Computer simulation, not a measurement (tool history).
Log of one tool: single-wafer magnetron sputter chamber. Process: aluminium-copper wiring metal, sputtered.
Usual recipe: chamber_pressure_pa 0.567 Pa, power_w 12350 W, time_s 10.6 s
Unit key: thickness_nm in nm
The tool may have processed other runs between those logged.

run	hour	chamber_pressure_pa	power_w	time_s	wafers since the last listed run	wafers on the sputter target	hours since the last manometer calibration	hours since the magnet pack was replaced	hours since the gauge calibration	read-back reference wafer on the same gauge, thickness_nm	thickness_nm
1	0.0	0.567	12350	10.6	0	7082	6.0	7011.1	4.5	239.024	200.825
2	66.4	0.567	12350	10.6	1753	8836	72.4	7077.5	70.9	238.988	201.082
# hour 180.1: sputter target and shields replaced
3	180.6	0.567	12350	10.6	2804	13	186.6	7191.7	185.1	238.975	200.358
4	261.8	0.567	12350	10.6	2144	2158	267.8	7272.9	266.3	239.139	200.680
5	344.5	0.567	12350	10.6	2184	4342	350.5	7355.6	349.0	238.872	200.471
6	429.8	0.567	12350	10.6	2252	6595	435.8	7440.9	434.3	239.130	199.409
7	518.8	0.567	12350	10.6	2350	8945	524.8	7529.9	523.3	238.963	199.620
8	592.4	0.567	12350	10.6	1943	10889	598.4	7603.5	596.9	238.981	199.232
9	664.4	0.567	12350	10.6	1901	12791	670.4	7675.5	668.9	238.966	199.439
# hour 691.1: sputter target and shields replaced
10	744.8	0.567	12350	10.6	1912	1419	750.8	7755.9	749.3	239.058	197.383
11	791.0	0.567	12350	10.6	1220	2639	797.0	7802.1	795.5	239.004	197.495
12	894.5	0.567	12350	10.6	2733	5373	900.5	7905.6	899.0	239.041	197.492
13	947.9	0.567	12350	10.6	1410	6783	953.9	7959.0	952.4	239.205	197.579
14	988.3	0.631	12350	9.3	1066	7850	994.3	7999.4	992.8	238.979	168.414
15	1036.2	0.631	12350	9.3	1265	9115	1042.2	8047.3	1040.7	238.821	167.924
16	1081.5	0.631	12350	9.3	1196	10311	1087.5	8092.6	1086.0	238.996	167.034
17	1120.5	0.627	12350	12.4	1030	11341	1126.5	8131.6	1125.0	238.934	224.578
# hour 1180.5: sputter target and shields replaced
18	1181.0	0.426	12350	10.6	1386	12	1187.0	8192.1	1185.5	239.063	210.221
# hour 1262.3: gauge calibrated
19	1280.7	0.567	11400	10.6	2633	2646	1286.7	8291.8	18.4	238.898	184.556
20	1331.0	0.666	10700	10.6	1328	3974	1337.0	8342.1	68.7	239.046	169.676
# hour 1391.0: capacitance manometer re-zeroed and calibrated
21	1575.5	0.567	13500	10.6	6246	10220	184.5	8586.6	313.2	239.038	214.496
22	1672.0	0.442	14300	11.5	2548	12769	281.0	8683.1	409.7	238.968	255.755
# hour 1682.9: sputter target and shields replaced
23	1758.7	0.451	12350	12.1	2078	2002	367.7	8769.8	496.4	239.166	240.624
# hour 1783.7: magnet pack replaced
24	1859.3	0.567	12350	10.6	2445	4448	468.3	75.6	597.0	238.975	200.647
25	1927.7	0.567	12350	10.6	1806	6254	536.7	144.0	665.4	238.982	199.743
26	2003.9	0.567	12350	10.6	2012	8267	612.9	220.2	741.6	239.088	199.663
27	2046.1	0.756	12350	9.2	1114	9381	655.1	262.4	783.8	239.086	158.944
28	2087.4	0.567	12350	10.6	1090	10472	696.4	303.7	825.1	239.093	198.096
# hour 2157.4: sputter target and shields replaced
29	2188.5	0.668	12350	10.6	2458	821	797.5	404.8	926.2	238.983	189.714
30	2271.4	0.772	12350	8.7	2189	3010	880.4	487.7	1009.1	239.024	149.260
31	2363.0	0.567	12350	10.6	2419	5429	972.0	579.3	1100.7	239.022	197.660
32	2452.0	0.567	12350	10.6	2350	7780	1061.0	668.3	1189.7	239.051	198.707
33	2517.9	0.486	14850	9.5	1740	9520	1126.9	734.2	1255.6	239.034	211.311

Forecast each of these 3 alternatives for the next run:
A	2518.3	0.473	12350	10.6	10	9531	1127.3	734.6	1256.0	?	?
B	2518.3	0.787	12350	10.6	10	9531	1127.3	734.6	1256.0	?	?
C	2518.3	0.349	9550	8.7	10	9531	1127.3	734.6	1256.0	?	?

run	read-back reference wafer on the same gauge, thickness_nm	thickness_nm
A	239.073	205.694
B	239.073	178.983
C	239.073	149.014
The same runs, with their run-to-run variation unchanged, on a tool lacking any hidden condition would have given:
run	thickness_nm
A	209.022
B	183.213
C	150.949
